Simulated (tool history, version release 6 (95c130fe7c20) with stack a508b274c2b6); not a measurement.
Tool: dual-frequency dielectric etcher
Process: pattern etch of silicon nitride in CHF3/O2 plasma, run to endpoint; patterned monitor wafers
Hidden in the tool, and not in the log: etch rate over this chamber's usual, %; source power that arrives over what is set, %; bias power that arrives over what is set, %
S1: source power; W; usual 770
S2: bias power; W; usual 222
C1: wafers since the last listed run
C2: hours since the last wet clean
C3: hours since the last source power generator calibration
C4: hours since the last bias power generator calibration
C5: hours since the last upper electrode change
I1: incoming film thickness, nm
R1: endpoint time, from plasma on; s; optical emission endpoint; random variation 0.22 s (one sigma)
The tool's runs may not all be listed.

| run | day | S1 | S2 | C1 | C2 | C3 | C4 | C5 | I1 | R1 |
|---|---|---|---|---|---|---|---|---|---|---|
| 1 | 0.000 | 770 | 222 | 0 | 524.6 | 613.7 | 1069.2 | 1624.9 | 105.8 | 64.7 |
| 2 | 3.012 | 770 | 222 | 1000 | 596.9 | 686.0 | 1141.5 | 1697.2 | 106.1 | 65.2 |
| 3 | 5.896 | 770 | 222 | 957 | 666.1 | 755.2 | 1210.7 | 1766.4 | 107.0 | 65.7 |
|  | 7.929 | wet clean of the chamber |
| 4 | 10.083 | 810 | 222 | 1058 | 51.7 | 855.7 | 1311.2 | 1866.9 | 105.8 | 64.9 |
| 5 | 12.821 | 810 | 222 | 908 | 117.4 | 921.4 | 1376.9 | 1932.6 | 105.3 | 64.2 |
| 6 | 15.350 | 770 | 222 | 839 | 178.1 | 982.1 | 1437.6 | 1993.3 | 104.8 | 64.9 |
| 7 | 18.054 | 770 | 222 | 897 | 243.0 | 1047.0 | 1502.5 | 2058.2 | 105.9 | 65.6 |
|  | 19.558 | bias power generator calibrated |
| 8 | 20.429 | 650 | 222 | 733 | 300.0 | 1104.0 | 20.9 | 2115.2 | 106.0 | 67.1 |
| 9 | 23.100 | 650 | 222 | 886 | 364.1 | 1168.1 | 85.0 | 2179.3 | 105.6 | 66.9 |
| 10 | 25.962 | 770 | 222 | 950 | 432.8 | 1236.8 | 153.7 | 2248.0 | 106.7 | 65.0 |
| 11 | 28.504 | 770 | 222 | 843 | 493.8 | 1297.8 | 214.7 | 2309.0 | 104.5 | 64.1 |
| 12 | 32.704 | 700 | 200 | 1394 | 594.6 | 1398.6 | 315.5 | 2409.8 | 106.2 | 68.7 |
|  | 34.700 | wet clean of the chamber |
|  | 37.729 | upper electrode replaced |
| 13 | 37.750 | 770 | 222 | 1011 | 73.2 | 1519.7 | 436.6 | 0.5 | 105.9 | 64.9 |
| 14 | 40.092 | 940 | 185 | 777 | 129.4 | 1575.9 | 492.8 | 56.7 | 106.2 | 66.1 |
| 15 | 42.812 | 770 | 222 | 903 | 194.7 | 1641.2 | 558.1 | 122.0 | 105.4 | 64.9 |
| 16 | 44.517 | 650 | 264 | 565 | 235.6 | 1682.1 | 599.0 | 162.9 | 106.2 | 64.0 |
| 17 | 46.367 | 770 | 222 | 614 | 280.0 | 1726.5 | 643.4 | 207.3 | 106.0 | 65.2 |
| 18 | 49.229 | 770 | 222 | 950 | 348.7 | 1795.2 | 712.1 | 276.0 | 105.1 | 64.7 |
| 19 | 52.333 | 600 | 193 | 1030 | 423.2 | 1869.7 | 786.6 | 350.5 | 106.7 | 72.8 |
| 20 | 55.883 | 940 | 222 | 1178 | 508.4 | 1954.9 | 871.8 | 435.7 | 104.8 | 62.3 |
|  | 56.246 | source power generator calibrated |
|  | 59.142 | wet clean of the chamber |
| 21 | 59.192 | 650 | 222 | 711 | 1.2 | 70.7 | 951.2 | 515.1 | 105.9 | 67.5 |
| 22 | 61.404 | 940 | 222 | 734 | 54.3 | 123.8 | 1004.3 | 568.2 | 106.3 | 62.4 |
| 23 | 64.912 | 770 | 222 | 1164 | 138.5 | 208.0 | 1088.5 | 652.4 | 105.9 | 65.5 |
| 24 | 68.333 | 600 | 222 | 1135 | 220.6 | 290.1 | 1170.6 | 734.5 | 105.6 | 68.5 |
| 25 | 70.242 | 680 | 195 | 633 | 266.4 | 335.9 | 1216.4 | 780.3 | 106.5 | 70.6 |
| 26 | 73.388 | 880 | 167 | 1044 | 341.9 | 411.4 | 1291.9 | 855.8 | 106.9 | 70.2 |
| 27 | 77.817 | 770 | 222 | 1470 | 448.2 | 517.7 | 1398.2 | 962.1 | 106.4 | 66.1 |
| 28 | 80.650 | 770 | 189 | 940 | 516.2 | 585.7 | 1466.2 | 1030.1 | 107.0 | 69.8 |
|  | 85.233 | wet clean of the chamber |
| 29 | 85.254 | 920 | 197 | 1196 | 0.5 | 696.2 | 1576.7 | 1140.6 | 106.1 | 66.4 |
| 30 | 86.988 | 770 | 250 | 575 | 42.1 | 737.8 | 1618.3 | 1182.2 | 107.0 | 63.8 |
| 31 | 88.875 | 770 | 222 | 626 | 87.4 | 783.1 | 1663.6 | 1227.5 | 105.5 | 66.0 |
|  | 90.667 | bias power generator calibrated |
| 32 | 91.167 | 670 | 194 | 705 | 142.4 | 838.1 | 12.0 | 1282.5 | 105.5 | 69.4 |
| 33 | 94.808 | 840 | 222 | 1209 | 229.8 | 925.5 | 99.4 | 1369.9 | 104.4 | 62.9 |
| 34 | 96.600 | 610 | 222 | 594 | 272.8 | 968.5 | 142.4 | 1412.9 | 106.7 | 68.6 |

Forecast each of these 5 alternatives for the next run:
| A | 96.617 | 820 | 222 | 5 | 273.2 | 968.9 | 142.8 | 1413.3 | 107.2 | ? |
| B | 96.617 | 690 | 197 | 5 | 273.2 | 968.9 | 142.8 | 1413.3 | 107.2 | ? |
| C | 96.617 | 640 | 276 | 5 | 273.2 | 968.9 | 142.8 | 1413.3 | 107.2 | ? |
| D | 96.617 | 700 | 189 | 5 | 273.2 | 968.9 | 142.8 | 1413.3 | 107.2 | ? |
| E | 96.617 | 660 | 180 | 5 | 273.2 | 968.9 | 142.8 | 1413.3 | 107.2 | ? |

| run | R1 |
|---|---|
| A | 64.3 |
| B | 69.4 |
| C | 62.9 |
| D | 70.1 |
| E | 72.1 |
Without the tool's hidden state the same runs would have given:
| run | R1 |
|---|---|
| A | 64.1 |
| B | 69.2 |
| C | 62.7 |
| D | 70.0 |
| E | 71.9 |
